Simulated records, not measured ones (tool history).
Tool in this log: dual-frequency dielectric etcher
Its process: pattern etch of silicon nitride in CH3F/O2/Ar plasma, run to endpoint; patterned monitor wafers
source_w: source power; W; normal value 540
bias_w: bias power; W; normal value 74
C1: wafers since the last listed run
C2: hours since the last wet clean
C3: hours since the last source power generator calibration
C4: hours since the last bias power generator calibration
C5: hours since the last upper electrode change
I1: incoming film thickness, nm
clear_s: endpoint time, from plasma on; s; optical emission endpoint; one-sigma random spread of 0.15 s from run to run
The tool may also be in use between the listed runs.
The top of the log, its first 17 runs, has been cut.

-- day=17.592 upper electrode replaced
run 18 day=17.612 | source_w=540 bias_w=74 | C1=267 C2=374.1 C3=3114.5 C4=145.7 C5=0.5 | I1=19.28 | clear_s=25.7
run 19 day=17.638 | source_w=540 bias_w=79 | C1=8 C2=374.7 C3=3115.1 C4=146.3 C5=1.1 | I1=19.35 | clear_s=25.0
run 20 day=19.071 | source_w=660 bias_w=74 | C1=494 C2=409.1 C3=3149.5 C4=180.7 C5=35.5 | I1=19.61 | clear_s=24.3
run 21 day=20.721 | source_w=620 bias_w=85 | C1=568 C2=448.7 C3=3189.1 C4=220.3 C5=75.1 | I1=19.39 | clear_s=23.3
run 22 day=21.854 | source_w=580 bias_w=86 | C1=390 C2=475.9 C3=3216.3 C4=247.5 C5=102.3 | I1=19.49 | clear_s=23.6
run 23 day=22.412 | source_w=480 bias_w=81 | C1=192 C2=489.3 C3=3229.7 C4=260.9 C5=115.7 | I1=19.21 | clear_s=25.7
run 24 day=23.321 | source_w=500 bias_w=86 | C1=313 C2=511.1 C3=3251.5 C4=282.7 C5=137.5 | I1=19.41 | clear_s=25.1
-- day=23.633 source power generator calibrated
run 25 day=24.350 | source_w=490 bias_w=59 | C1=297 C2=535.8 C3=17.2 C4=307.4 C5=162.2 | I1=19.57 | clear_s=29.0
run 26 day=25.475 | source_w=490 bias_w=60 | C1=387 C2=562.8 C3=44.2 C4=334.4 C5=189.2 | I1=19.23 | clear_s=28.5
-- day=27.517 wet clean of the chamber
run 27 day=27.538 | source_w=540 bias_w=74 | C1=366 C2=0.5 C3=93.7 C4=383.9 C5=238.7 | I1=19.46 | clear_s=26.9
run 28 day=28.250 | source_w=630 bias_w=91 | C1=245 C2=17.6 C3=110.8 C4=401.0 C5=255.8 | I1=19.54 | clear_s=23.2
run 29 day=31.062 | source_w=450 bias_w=74 | C1=969 C2=85.1 C3=178.3 C4=468.5 C5=323.3 | I1=19.40 | clear_s=28.7
run 30 day=32.433 | source_w=540 bias_w=58 | C1=472 C2=118.0 C3=211.2 C4=501.4 C5=356.2 | I1=19.18 | clear_s=28.6
run 31 day=33.021 | source_w=640 bias_w=58 | C1=202 C2=132.1 C3=225.3 C4=515.5 C5=370.3 | I1=19.40 | clear_s=27.1
run 32 day=33.954 | source_w=580 bias_w=81 | C1=321 C2=154.5 C3=247.7 C4=537.9 C5=392.7 | I1=19.37 | clear_s=24.6
run 33 day=34.662 | source_w=540 bias_w=82 | C1=244 C2=171.5 C3=264.7 C4=554.9 C5=409.7 | I1=19.24 | clear_s=25.2
run 34 day=35.475 | source_w=470 bias_w=74 | C1=280 C2=191.0 C3=284.2 C4=574.4 C5=429.2 | I1=19.47 | clear_s=27.8
run 35 day=35.983 | source_w=490 bias_w=88 | C1=175 C2=203.2 C3=296.4 C4=586.6 C5=441.4 | I1=19.45 | clear_s=25.3

4 options for the next run, each taken on its own from the tool as it stands now. Forecast them:
run A day=36.000 | source_w=540 bias_w=61 | C1=5 C2=203.6 C3=296.8 C4=587.0 C5=441.8 | I1=19.27 | clear_s=?
run B day=36.000 | source_w=430 bias_w=59 | C1=5 C2=203.6 C3=296.8 C4=587.0 C5=441.8 | I1=19.27 | clear_s=?
run C day=36.000 | source_w=680 bias_w=74 | C1=5 C2=203.6 C3=296.8 C4=587.0 C5=441.8 | I1=19.27 | clear_s=?
run D day=36.000 | source_w=500 bias_w=64 | C1=5 C2=203.6 C3=296.8 C4=587.0 C5=441.8 | I1=19.27 | clear_s=?

run=A clear_s=28.0
run=B clear_s=31.0
run=C clear_s=23.8
run=D clear_s=28.3
With the hidden condition removed and each run's random variation left untouched, the same runs would have given:
run=A clear_s=28.6
run=B clear_s=31.6
run=C clear_s=24.3
run=D clear_s=28.9
